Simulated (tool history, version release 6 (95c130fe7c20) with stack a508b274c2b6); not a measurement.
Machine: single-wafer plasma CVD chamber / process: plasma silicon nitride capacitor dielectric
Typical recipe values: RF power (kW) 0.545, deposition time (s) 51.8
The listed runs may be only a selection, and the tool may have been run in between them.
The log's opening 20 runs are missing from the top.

run   hour  RF power (kW)  deposition time (s)  read-back reference wafer on the same gauge, thickness_nm  mean film thickness on the monitor wafer (nm)
 21  288.7           0.44                   59                                                     77.189                                         85.327
 22  303.3          0.635                 48.3                                                     77.197                                         77.653
     304.1  -- gauge calibrated
 23  320.9            0.6                 51.8                                                      77.21                                         81.752
 24  330.6           0.61                 45.9                                                     77.219                                         72.691
 25  341.7            0.6                 56.4                                                     77.204                                         89.077
 26  356.6            0.5                 48.8                                                     77.184                                         73.155
 27  363.1          0.545                 55.5                                                     77.228                                         85.131
 28  380.9          0.545                 46.7                                                     77.194                                         71.714
 29  387.8          0.445                   55                                                     77.231                                         79.658
 30  398.9          0.545                 58.3                                                     77.233                                         89.402
 31  414.9           0.63                 51.8                                                     77.173                                         83.072
 32  425.2          0.445                 59.3                                                      77.19                                         86.081
 33    468           0.44                   59                                                     77.203                                         85.208
 34  474.2          0.485                 42.2                                                     77.204                                         62.637
 35  481.9          0.635                 47.2                                                     77.215                                         75.658
 36  492.6          0.545                 57.4                                                     77.175                                         88.028
 37  510.4           0.63                 51.8                                                     77.196                                          82.66
 38  522.6           0.46                 61.8                                                     77.223                                         90.289
 39    530          0.545                 51.8                                                     77.208                                         79.585
 40  546.8           0.44                 45.4                                                     77.197                                         65.536
 41  552.8          0.465                 60.8                                                     77.213                                         89.399
 42  569.6           0.63                 59.6                                                     77.189                                         95.414
 43  578.7           0.65                 41.6                                                     77.217                                         66.989

Predict each of these 5 candidate next runs independently; none follows another, all start after run 43:
  A  579.1          0.545                 51.8                                                          ?                                              ?
  B  579.1           0.62                 59.4                                                          ?                                              ?
  C  579.1           0.65                 57.1                                                          ?                                              ?
  D  579.1            0.5                 45.5                                                          ?                                              ?
  E  579.1          0.625                 51.8                                                          ?                                              ?

run  read-back reference wafer on the same gauge, thickness_nm  mean film thickness on the monitor wafer (nm)
  A                                                     77.191                                         79.526
  B                                                     77.191                                         94.615
  C                                                     77.191                                         92.193
  D                                                     77.191                                         68.164
  E                                                     77.191                                           82.7
What these runs would have given with no unlogged condition in the tool:
run  mean film thickness on the monitor wafer (nm)
  A                                         79.702
  B                                         94.824
  C                                         92.396
  D                                         68.315
  E                                         82.882

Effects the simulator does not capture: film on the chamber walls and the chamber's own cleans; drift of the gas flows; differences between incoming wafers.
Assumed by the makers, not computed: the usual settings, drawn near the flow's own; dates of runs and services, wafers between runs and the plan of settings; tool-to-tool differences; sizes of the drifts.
